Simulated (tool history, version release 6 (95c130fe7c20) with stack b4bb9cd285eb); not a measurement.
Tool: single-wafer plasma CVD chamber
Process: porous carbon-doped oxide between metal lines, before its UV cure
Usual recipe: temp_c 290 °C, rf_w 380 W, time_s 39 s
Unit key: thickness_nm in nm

run    hour  temp_c  rf_w  time_s  read-back reference wafer on the same gauge, thickness_nm  thickness_nm
  1       0     290   380      39                                                    210.842        198.95
  2      54     290   380      39                                                    211.034       200.576
  3   116.9     290   380      39                                                    210.926       198.327
  4   170.5     290   380      39                                                    211.132       199.939
  5   217.3     290   380      39                                                    210.881       200.325
  6   316.3     290   320      39                                                    210.934       165.796
  7   364.1     290   320      39                                                    211.034         166.9
  8   415.4     295   380      39                                                    211.295       191.307
      473.1  -- showerhead replaced
  9     492     284   380      39                                                    211.316       204.971
 10   554.8     277   380    46.5                                                     211.36       251.345
      571.2  -- thermocouple changed; heater temperature recalibrated
 11   641.2     284   380      39                                                     211.03       201.332
 12   696.3     283   415      39                                                    210.932        221.47
      752.9  -- RF generator calibrated
 13   756.8     282   380      39                                                    210.838       221.965
      760.7  -- gauge calibrated
 14   821.2     281   355    45.9                                                    211.028       243.997
 15   912.7     279   310    35.7                                                    211.132       167.678
 16  1002.6     283   380    34.4                                                    210.862        191.16
 17  1087.4     281   380      39                                                    211.036        221.83
 18  1174.7     290   380      39                                                    210.905       207.664
 19  1251.3     290   325      39                                                     211.12       175.473

What if the next run were any one of these 3? Each begins from the tool's condition after run 19:
  A  1251.7     290   445      39                                                          ?             ?
  B  1251.7     290   360    35.4                                                          ?             ?
  C  1251.7     301   455    35.9                                                          ?             ?

run  read-back reference wafer on the same gauge, thickness_nm  thickness_nm
  A                                                    211.437       239.427
  B                                                    211.437       178.129
  C                                                    211.437       211.158
With no hidden state in the tool, these same runs would have given:
run  thickness_nm
  A       243.981
  B        181.82
  C       214.828
